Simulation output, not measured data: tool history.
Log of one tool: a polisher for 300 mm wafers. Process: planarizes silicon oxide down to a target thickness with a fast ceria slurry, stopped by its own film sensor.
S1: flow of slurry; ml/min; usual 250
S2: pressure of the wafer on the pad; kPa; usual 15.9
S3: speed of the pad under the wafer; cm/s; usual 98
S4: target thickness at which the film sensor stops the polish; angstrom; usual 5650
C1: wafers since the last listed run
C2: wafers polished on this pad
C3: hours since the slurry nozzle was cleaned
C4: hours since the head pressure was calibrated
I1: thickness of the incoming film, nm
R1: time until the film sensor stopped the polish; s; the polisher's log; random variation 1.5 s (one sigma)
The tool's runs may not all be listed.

run     day   S1    S2   S3    S4   C1    C2     C3     C4      I1    R1
  1       0  250  15.9   98  5650    0  1547  196.1  628.3  1460.9  77.6
  2   1.904  250  15.9   98  5650  395  1943  241.8    674  1447.7  76.3
  3   3.608  200  15.9   98  5650  354  2297  282.7  714.9  1448.8  76.3
  4   6.062  250  15.9   98  5650  510  2807  341.6  773.8  1442.8  71.9
  5   8.862  250  15.9   98  5650  582  3389  408.8    841  1442.6  75.7
  6  12.392  250  15.9   98  6650  733  4123  493.5  925.7  1455.9  69.3
     13.679  -- worn pad replaced by a new one
     14.858  -- head pressure recalibrated
  7  15.188  250  15.9   98  6650  529   296  560.6    7.9  1458.8  69.1
     15.617  -- slurry nozzle cleaned
  8  18.908  250  15.9  108  5650  764  1061     79   97.2  1433.7  65.8
  9  21.233  315  15.9   98  5650  483  1544  134.8    153  1448.1  73.3
 10  23.071  250  15.9   98  5650  382  1926  178.9  197.1  1471.3  79.2
 11  26.808  250  15.9   98  5650  776  2703  268.6  286.8  1445.2  76.3
 12  29.417  250  19.3   98  5650  542  3246  331.2  349.4  1435.2  62.1
 13  31.442  220  15.9   98  4720  420  3666  379.8    398  1474.8  87.4
 14   35.45  250  15.9   98  3560  833  4500    476  494.2  1430.3  92.9
     37.829  -- worn pad replaced by a new one
      37.85  -- slurry nozzle cleaned
 15  39.046  250  15.9   98  3560  708   248   28.7  580.5  1451.5  94.3
 16  40.629  250  15.9   98  3560  329   577   66.7  618.5  1438.4  92.5
 17  43.758  250  17.2   98  5650  650  1228  141.8  693.6  1442.6  70.1
 18  45.417  250  13.1   98  6880  344  1573  181.6  733.4  1431.3  74.5
 19  47.038  225  15.9   82  5650  336  1910  220.5  772.3  1477.4  93.6

Forecast run 20:
 20  50.854  280  17.9  98  5650  793  2703  312.1  863.9  1441.9   ?

R1: 67.8 s
Without the tool's hidden state the same run would have given R1 67.8 s.

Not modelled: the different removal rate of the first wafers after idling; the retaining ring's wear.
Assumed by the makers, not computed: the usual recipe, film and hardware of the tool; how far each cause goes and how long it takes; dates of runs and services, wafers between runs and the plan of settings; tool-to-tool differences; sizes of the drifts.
